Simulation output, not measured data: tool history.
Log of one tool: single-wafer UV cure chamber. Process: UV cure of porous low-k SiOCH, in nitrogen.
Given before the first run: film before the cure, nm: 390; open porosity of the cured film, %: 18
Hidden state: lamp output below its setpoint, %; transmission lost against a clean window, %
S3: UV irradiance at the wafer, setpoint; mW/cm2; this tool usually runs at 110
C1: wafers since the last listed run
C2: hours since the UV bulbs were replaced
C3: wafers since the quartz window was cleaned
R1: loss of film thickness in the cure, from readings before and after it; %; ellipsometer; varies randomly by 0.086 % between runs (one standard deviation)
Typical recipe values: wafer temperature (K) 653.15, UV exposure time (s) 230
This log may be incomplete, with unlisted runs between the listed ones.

run 1 hour=0.0 | wafer_temperature_(K)=644.15 UV_exposure_time_(s)=325 S3=110 | C1=0 C2=917.2 C3=2516 | R1=10.764
run 2 hour=32.3 | wafer_temperature_(K)=644.15 UV_exposure_time_(s)=325 S3=110 | C1=251 C2=949.5 C3=2768 | R1=10.939
run 3 hour=57.1 | wafer_temperature_(K)=653.15 UV_exposure_time_(s)=230 S3=110 | C1=193 C2=974.3 C3=2961 | R1=9.571
run 4 hour=83.4 | wafer_temperature_(K)=653.15 UV_exposure_time_(s)=230 S3=110 | C1=204 C2=1000.6 C3=3166 | R1=9.560
run 5 hour=105.5 | wafer_temperature_(K)=653.15 UV_exposure_time_(s)=230 S3=110 | C1=172 C2=1022.7 C3=3338 | R1=9.581
run 6 hour=127.1 | wafer_temperature_(K)=653.15 UV_exposure_time_(s)=230 S3=100 | C1=168 C2=1044.3 C3=3506 | R1=9.176
run 7 hour=150.6 | wafer_temperature_(K)=653.15 UV_exposure_time_(s)=230 S3=100 | C1=183 C2=1067.8 C3=3689 | R1=9.192
-- hour=179.9 UV bulbs replaced
run 8 hour=180.4 | wafer_temperature_(K)=659.15 UV_exposure_time_(s)=95 S3=110 | C1=169 C2=0.5 C3=3859 | R1=6.264
run 9 hour=193.8 | wafer_temperature_(K)=653.15 UV_exposure_time_(s)=230 S3=110 | C1=104 C2=13.9 C3=3964 | R1=9.492
-- hour=206.1 quartz window cleaned
run 10 hour=216.1 | wafer_temperature_(K)=653.15 UV_exposure_time_(s)=320 S3=89 | C1=111 C2=36.2 C3=77 | R1=10.962
run 11 hour=234.1 | wafer_temperature_(K)=661.15 UV_exposure_time_(s)=105 S3=71 | C1=140 C2=54.2 C3=218 | R1=5.672
run 12 hour=258.7 | wafer_temperature_(K)=653.15 UV_exposure_time_(s)=100 S3=76 | C1=191 C2=78.8 C3=409 | R1=5.594
run 13 hour=275.9 | wafer_temperature_(K)=653.15 UV_exposure_time_(s)=230 S3=97 | C1=134 C2=96.0 C3=543 | R1=9.677
run 14 hour=290.4 | wafer_temperature_(K)=663.15 UV_exposure_time_(s)=305 S3=92 | C1=112 C2=110.5 C3=656 | R1=10.686

Run-by-run hidden state of the tool:
lamp output below its setpoint, %: 0 in every run
H1: transmission lost against a clean window, %
run=1 H1=19.3
run=2 H1=19.9
run=3 H1=20.2
run=4 H1=20.6
run=5 H1=20.8
run=6 H1=21.1
run=7 H1=21.3
run=8 H1=21.5
run=9 H1=21.6
run=10 H1=2.56
run=11 H1=4.43
run=12 H1=6.71
run=13 H1=8.13
run=14 H1=9.23
